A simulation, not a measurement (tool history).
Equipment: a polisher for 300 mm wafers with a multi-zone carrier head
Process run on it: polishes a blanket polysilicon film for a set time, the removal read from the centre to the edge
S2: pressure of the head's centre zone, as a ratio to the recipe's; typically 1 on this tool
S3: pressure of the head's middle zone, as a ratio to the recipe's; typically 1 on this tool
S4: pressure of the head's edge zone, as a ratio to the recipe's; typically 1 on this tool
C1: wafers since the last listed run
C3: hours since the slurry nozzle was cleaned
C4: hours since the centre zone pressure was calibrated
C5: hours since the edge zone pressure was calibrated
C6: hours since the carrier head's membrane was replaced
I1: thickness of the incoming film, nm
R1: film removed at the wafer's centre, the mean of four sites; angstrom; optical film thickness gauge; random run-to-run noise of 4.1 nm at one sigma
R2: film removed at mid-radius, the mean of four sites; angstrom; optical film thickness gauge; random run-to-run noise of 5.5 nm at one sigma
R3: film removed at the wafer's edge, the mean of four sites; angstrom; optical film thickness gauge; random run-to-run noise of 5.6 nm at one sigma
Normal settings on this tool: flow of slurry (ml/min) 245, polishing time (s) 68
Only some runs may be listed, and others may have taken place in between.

{"run": 1, "hour": 0.0, "flow of slurry (ml/min)": 190, "S2": 1.04, "S3": 1, "S4": 0.93, "polishing time (s)": 45, "C1": 0, "wafers polished on this pad": 158, "C3": 716.8, "C4": 74.4, "C5": 86, "C6": 145.2, "I1": 1322.2, "R1": 3214, "R2": 3222, "R3": 2985}
{"run": 2, "hour": 15.1, "flow of slurry (ml/min)": 245, "S2": 1, "S3": 1, "S4": 1, "polishing time (s)": 68, "C1": 154, "wafers polished on this pad": 312, "C3": 731.9, "C4": 89.5, "C5": 101.1, "C6": 160.3, "I1": 1288.4, "R1": 4735, "R2": 4987, "R3": 4727}
{"run": 3, "hour": 39.5, "flow of slurry (ml/min)": 245, "S2": 1, "S3": 1, "S4": 1, "polishing time (s)": 68, "C1": 249, "wafers polished on this pad": 562, "C3": 756.3, "C4": 113.9, "C5": 125.5, "C6": 184.7, "I1": 1293.7, "R1": 4761, "R2": 4940, "R3": 4738}
{"run": 4, "hour": 53.6, "flow of slurry (ml/min)": 245, "S2": 0.95, "S3": 1, "S4": 1, "polishing time (s)": 48, "C1": 143, "wafers polished on this pad": 705, "C3": 770.4, "C4": 128, "C5": 139.6, "C6": 198.8, "I1": 1282.2, "R1": 3178, "R2": 3499, "R3": 3309}
{"run": 5, "hour": 74.3, "flow of slurry (ml/min)": 245, "S2": 1, "S3": 1, "S4": 1, "polishing time (s)": 68, "C1": 211, "wafers polished on this pad": 917, "C3": 791.1, "C4": 148.7, "C5": 160.3, "C6": 219.5, "I1": 1297.2, "R1": 4817, "R2": 4853, "R3": 4744}
{"run": 6, "hour": 93.9, "flow of slurry (ml/min)": 245, "S2": 1, "S3": 1, "S4": 1.1, "polishing time (s)": 68, "C1": 200, "wafers polished on this pad": 1117, "C3": 810.7, "C4": 168.3, "C5": 179.9, "C6": 239.1, "I1": 1295.2, "R1": 4808, "R2": 4876, "R3": 4947}
{"run": 7, "hour": 120.6, "flow of slurry (ml/min)": 320, "S2": 0.91, "S3": 1, "S4": 0.94, "polishing time (s)": 78, "C1": 272, "wafers polished on this pad": 1389, "C3": 837.4, "C4": 195, "C5": 206.6, "C6": 265.8, "I1": 1281.5, "R1": 5142, "R2": 5879, "R3": 5405}
{"run": 8, "hour": 145.8, "flow of slurry (ml/min)": 245, "S2": 1, "S3": 1, "S4": 1, "polishing time (s)": 68, "C1": 257, "wafers polished on this pad": 1647, "C3": 862.6, "C4": 220.2, "C5": 231.8, "C6": 291, "I1": 1297.3, "R1": 4721, "R2": 4889, "R3": 4709}
{"hour": 149.3, "done": "slurry nozzle cleaned"}
{"run": 9, "hour": 171.2, "flow of slurry (ml/min)": 245, "S2": 1, "S3": 1.08, "S4": 1, "polishing time (s)": 48, "C1": 249, "wafers polished on this pad": 1896, "C3": 21.9, "C4": 245.6, "C5": 257.2, "C6": 316.4, "I1": 1273.8, "R1": 3415, "R2": 3746, "R3": 3370}
{"run": 10, "hour": 188.2, "flow of slurry (ml/min)": 245, "S2": 1, "S3": 1, "S4": 1, "polishing time (s)": 68, "C1": 173, "wafers polished on this pad": 2069, "C3": 38.9, "C4": 262.6, "C5": 274.2, "C6": 333.4, "I1": 1307.1, "R1": 4818, "R2": 4948, "R3": 4798}
{"run": 11, "hour": 223.4, "flow of slurry (ml/min)": 305, "S2": 1, "S3": 1, "S4": 1, "polishing time (s)": 86, "C1": 359, "wafers polished on this pad": 2429, "C3": 74.1, "C4": 297.8, "C5": 309.4, "C6": 368.6, "I1": 1302.2, "R1": 6224, "R2": 6302, "R3": 6042}
{"hour": 241.1, "done": "worn pad replaced by a new one"}
{"run": 12, "hour": 244.5, "flow of slurry (ml/min)": 245, "S2": 1.06, "S3": 1, "S4": 1.04, "polishing time (s)": 68, "C1": 174, "wafers polished on this pad": 34, "C3": 95.2, "C4": 318.9, "C5": 330.5, "C6": 389.7, "I1": 1285.7, "R1": 5118, "R2": 4908, "R3": 4876}
{"run": 13, "hour": 266.2, "flow of slurry (ml/min)": 245, "S2": 1, "S3": 1, "S4": 1, "polishing time (s)": 68, "C1": 221, "wafers polished on this pad": 256, "C3": 116.9, "C4": 340.6, "C5": 352.2, "C6": 411.4, "I1": 1307.9, "R1": 4760, "R2": 4987, "R3": 4709}
{"run": 14, "hour": 289.1, "flow of slurry (ml/min)": 180, "S2": 0.93, "S3": 0.91, "S4": 1, "polishing time (s)": 68, "C1": 233, "wafers polished on this pad": 489, "C3": 139.8, "C4": 363.5, "C5": 375.1, "C6": 434.3, "I1": 1303.7, "R1": 4373, "R2": 4417, "R3": 4616}
{"run": 15, "hour": 321.9, "flow of slurry (ml/min)": 245, "S2": 0.95, "S3": 1, "S4": 1, "polishing time (s)": 48, "C1": 334, "wafers polished on this pad": 824, "C3": 172.6, "C4": 396.3, "C5": 407.9, "C6": 467.1, "I1": 1310.8, "R1": 3231, "R2": 3495, "R3": 3353}
{"run": 16, "hour": 334.8, "flow of slurry (ml/min)": 245, "S2": 1, "S3": 1.09, "S4": 0.93, "polishing time (s)": 46, "C1": 131, "wafers polished on this pad": 956, "C3": 185.5, "C4": 409.2, "C5": 420.8, "C6": 480, "I1": 1303, "R1": 3339, "R2": 3538, "R3": 3105}
{"run": 17, "hour": 416.1, "flow of slurry (ml/min)": 245, "S2": 1, "S3": 1, "S4": 1, "polishing time (s)": 68, "C1": 829, "wafers polished on this pad": 1786, "C3": 266.8, "C4": 490.5, "C5": 502.1, "C6": 561.3, "I1": 1301.9, "R1": 4922, "R2": 4899, "R3": 4826}
{"run": 18, "hour": 429.8, "flow of slurry (ml/min)": 205, "S2": 1, "S3": 1, "S4": 0.88, "polishing time (s)": 50, "C1": 139, "wafers polished on this pad": 1926, "C3": 280.5, "C4": 504.2, "C5": 515.8, "C6": 575, "I1": 1304.2, "R1": 3514, "R2": 3505, "R3": 3260}
{"hour": 457.7, "done": "worn pad replaced by a new one"}
{"run": 19, "hour": 462.8, "flow of slurry (ml/min)": 245, "S2": 1.1, "S3": 0.89, "S4": 1, "polishing time (s)": 68, "C1": 296, "wafers polished on this pad": 52, "C3": 313.5, "C4": 537.2, "C5": 548.8, "C6": 608, "I1": 1310.5, "R1": 5409, "R2": 4521, "R3": 4852}
{"run": 20, "hour": 481.5, "flow of slurry (ml/min)": 280, "S2": 1, "S3": 1, "S4": 1, "polishing time (s)": 75, "C1": 190, "wafers polished on this pad": 243, "C3": 332.2, "C4": 555.9, "C5": 567.5, "C6": 626.7, "I1": 1279.9, "R1": 5447, "R2": 5495, "R3": 5211}
{"run": 21, "hour": 494.4, "flow of slurry (ml/min)": 270, "S2": 1, "S3": 1, "S4": 0.93, "polishing time (s)": 68, "C1": 131, "wafers polished on this pad": 375, "C3": 345.1, "C4": 568.8, "C5": 580.4, "C6": 639.6, "I1": 1315.6, "R1": 4961, "R2": 4914, "R3": 4699}
{"run": 22, "hour": 529.3, "flow of slurry (ml/min)": 285, "S2": 1.1, "S3": 0.91, "S4": 1.04, "polishing time (s)": 68, "C1": 356, "wafers polished on this pad": 731, "C3": 380, "C4": 603.7, "C5": 615.3, "C6": 674.5, "I1": 1294.9, "R1": 5551, "R2": 4689, "R3": 4770}

4 options for the next run, each taken on its own from the tool as it stands now. Forecast them:
{"run": "A", "hour": 529.8, "flow of slurry (ml/min)": 245, "S2": 1, "S3": 0.91, "S4": 1, "polishing time (s)": 68, "C1": 5, "wafers polished on this pad": 736, "C3": 380.5, "C4": 604.2, "C5": 615.8, "C6": 675, "I1": 1325.9, "R1": "?", "R2": "?", "R3": "?"}
{"run": "B", "hour": 529.8, "flow of slurry (ml/min)": 295, "S2": 1.06, "S3": 0.9, "S4": 1.08, "polishing time (s)": 68, "C1": 5, "wafers polished on this pad": 736, "C3": 380.5, "C4": 604.2, "C5": 615.8, "C6": 675, "I1": 1325.9, "R1": "?", "R2": "?", "R3": "?"}
{"run": "C", "hour": 529.8, "flow of slurry (ml/min)": 245, "S2": 1, "S3": 1, "S4": 1.06, "polishing time (s)": 68, "C1": 5, "wafers polished on this pad": 736, "C3": 380.5, "C4": 604.2, "C5": 615.8, "C6": 675, "I1": 1325.9, "R1": "?", "R2": "?", "R3": "?"}
{"run": "D", "hour": 529.8, "flow of slurry (ml/min)": 285, "S2": 1, "S3": 1, "S4": 1, "polishing time (s)": 68, "C1": 5, "wafers polished on this pad": 736, "C3": 380.5, "C4": 604.2, "C5": 615.8, "C6": 675, "I1": 1325.9, "R1": "?", "R2": "?", "R3": "?"}

run=A R1=4939 R2=4587 R3=4624
run=B R1=5323 R2=4616 R3=4829
run=C R1=4941 R2=4918 R3=4732
run=D R1=5009 R2=4979 R3=4662
Stripped of hidden state, with their random variation kept, the same runs would have yielded:
run=A R1=4792 R2=4587 R3=4624
run=B R1=5166 R2=4617 R3=4829
run=C R1=4795 R2=4919 R3=4732
run=D R1=4860 R2=4979 R3=4662
